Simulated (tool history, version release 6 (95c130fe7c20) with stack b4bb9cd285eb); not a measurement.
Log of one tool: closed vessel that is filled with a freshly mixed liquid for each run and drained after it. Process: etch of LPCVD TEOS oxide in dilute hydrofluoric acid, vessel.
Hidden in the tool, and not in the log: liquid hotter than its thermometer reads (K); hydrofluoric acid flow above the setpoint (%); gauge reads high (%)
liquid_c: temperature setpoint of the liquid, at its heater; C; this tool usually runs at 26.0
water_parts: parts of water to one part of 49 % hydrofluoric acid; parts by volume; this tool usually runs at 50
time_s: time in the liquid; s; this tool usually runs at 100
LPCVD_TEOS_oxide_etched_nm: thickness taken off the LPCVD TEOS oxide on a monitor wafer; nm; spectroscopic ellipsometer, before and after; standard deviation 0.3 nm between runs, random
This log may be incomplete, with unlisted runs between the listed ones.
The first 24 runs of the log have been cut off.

| run | hour | liquid_c | water_parts | time_s | wafers since the last listed run | hours since the thermometer was replaced | hours since the hydrofluoric acid flow meter was replaced | hours since the gauge calibration | read-back film thickness of the LPCVD TEOS oxide reference wafer, read on the same gauge (nm) | LPCVD_TEOS_oxide_etched_nm |
|---|---|---|---|---|---|---|---|---|---|---|
| 25 | 1402.1 | 26.0 | 50 | 100 | 2946 | 614.9 | 331.0 | 1314.3 | 149.99 | 50.63 |
| 26 | 1473.0 | 26.0 | 35 | 100 | 5094 | 685.8 | 401.9 | 1385.2 | 150.02 | 74.06 |
| 27 | 1620.4 | 28.0 | 50 | 40 | 10591 | 833.2 | 549.3 | 1532.6 | 150.02 | 22.14 |
| 28 | 1675.7 | 22.0 | 65 | 150 | 3973 | 888.5 | 604.6 | 1587.9 | 150.00 | 49.17 |
| 29 | 1716.4 | 22.5 | 75 | 155 | 2924 | 929.2 | 645.3 | 1628.6 | 150.00 | 44.48 |
| 30 | 1761.5 | 26.0 | 50 | 120 | 3240 | 974.3 | 690.4 | 1673.7 | 149.99 | 60.94 |
| 31 | 1790.6 | 27.5 | 30 | 45 | 2090 | 1003.4 | 719.5 | 1702.8 | 150.01 | 41.52 |
| 32 | 1842.3 | 26.0 | 50 | 100 | 3714 | 1055.1 | 771.2 | 1754.5 | 149.97 | 50.97 |

5 ways to go on from here, each from the tool as it stands after run 32. What would each give?
| A | 1843.0 | 26.0 | 50 | 100 | 50 | 1055.8 | 771.9 | 1755.2 | ? | ? |
| B | 1843.0 | 26.0 | 50 | 60 | 50 | 1055.8 | 771.9 | 1755.2 | ? | ? |
| C | 1843.0 | 26.0 | 50 | 45 | 50 | 1055.8 | 771.9 | 1755.2 | ? | ? |
| D | 1843.0 | 26.0 | 50 | 135 | 50 | 1055.8 | 771.9 | 1755.2 | ? | ? |
| E | 1843.0 | 26.0 | 35 | 70 | 50 | 1055.8 | 771.9 | 1755.2 | ? | ? |

| run | read-back film thickness of the LPCVD TEOS oxide reference wafer, read on the same gauge (nm) | LPCVD_TEOS_oxide_etched_nm |
|---|---|---|
| A | 150.01 | 50.99 |
| B | 150.01 | 30.59 |
| C | 150.01 | 22.95 |
| D | 150.01 | 68.84 |
| E | 150.01 | 52.08 |
Without the tool's unlogged condition, the same runs would have read:
| run | LPCVD_TEOS_oxide_etched_nm |
|---|---|
| A | 50.99 |
| B | 30.59 |
| C | 22.95 |
| D | 68.84 |
| E | 52.08 |
